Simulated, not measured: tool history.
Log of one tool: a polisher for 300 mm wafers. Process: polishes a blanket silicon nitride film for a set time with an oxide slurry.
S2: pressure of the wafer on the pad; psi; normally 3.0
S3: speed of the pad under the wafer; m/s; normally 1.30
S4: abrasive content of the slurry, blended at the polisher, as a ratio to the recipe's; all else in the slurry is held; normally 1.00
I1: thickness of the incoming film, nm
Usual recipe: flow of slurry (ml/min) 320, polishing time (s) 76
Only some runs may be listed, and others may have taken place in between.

Run 1, day 0.000: usual settings; I1 509.1. Result: film removed (nm) 59.0.
At day 0.454: worn pad replaced by a new one.
Run 2, day 0.533: usual settings but polishing time (s) 58; I1 516.3. Result: film removed (nm) 46.1.
Run 3, day 1.896: usual settings; I1 507.2. Result: film removed (nm) 59.4.
Run 4, day 2.654: usual settings; I1 509.7. Result: film removed (nm) 60.9.
Run 5, day 4.004: usual settings; I1 512.1. Result: film removed (nm) 59.9.
At day 5.896: worn pad replaced by a new one.
Run 6, day 8.192: usual settings; I1 512.2. Result: film removed (nm) 59.8.
Run 7, day 9.604: usual settings; I1 514.2. Result: film removed (nm) 59.7.
At day 10.617: slurry nozzle cleaned.
At day 11.042: worn pad replaced by a new one.
Run 8, day 11.062: usual settings but polishing time (s) 83; I1 507.5. Result: film removed (nm) 64.7.
At day 11.600: head pressure recalibrated.
At day 12.204: conditioning disc replaced and pad reconditioned.
Run 9, day 12.225: usual settings; I1 514.4. Result: film removed (nm) 59.7.
Run 10, day 13.462: usual settings but flow of slurry (ml/min) 405, S4 1.15, polishing time (s) 100; I1 507.0. Result: film removed (nm) 83.0.
At day 14.638: slurry blender recalibrated.
Run 11, day 14.838: usual settings but S2 2.2 psi, S3 0.96 m/s, S4 1.15, polishing time (s) 93; I1 511.5. Result: film removed (nm) 43.9.
At day 16.329: worn pad replaced by a new one.
Run 12, day 16.350: usual settings but flow of slurry (ml/min) 355, S3 0.88 m/s; I1 508.0. Result: film removed (nm) 44.7.
Run 13, day 16.796: usual settings but flow of slurry (ml/min) 385, S2 2.3 psi; I1 502.5. Result: film removed (nm) 45.6.
Run 14, day 17.358: usual settings; I1 503.2. Result: film removed (nm) 59.0.

Run 15 comes next. What will it give?
Run 15, day 18.854: usual settings but S3 0.94 m/s, polishing time (s) 87; I1 503.6. Result: film removed (nm) ?.

{"run 15": {"film removed (nm)": 52.8}}
With the hidden condition absent and the run-to-run variation left alone, this run would have shown film removed (nm) 52.8.
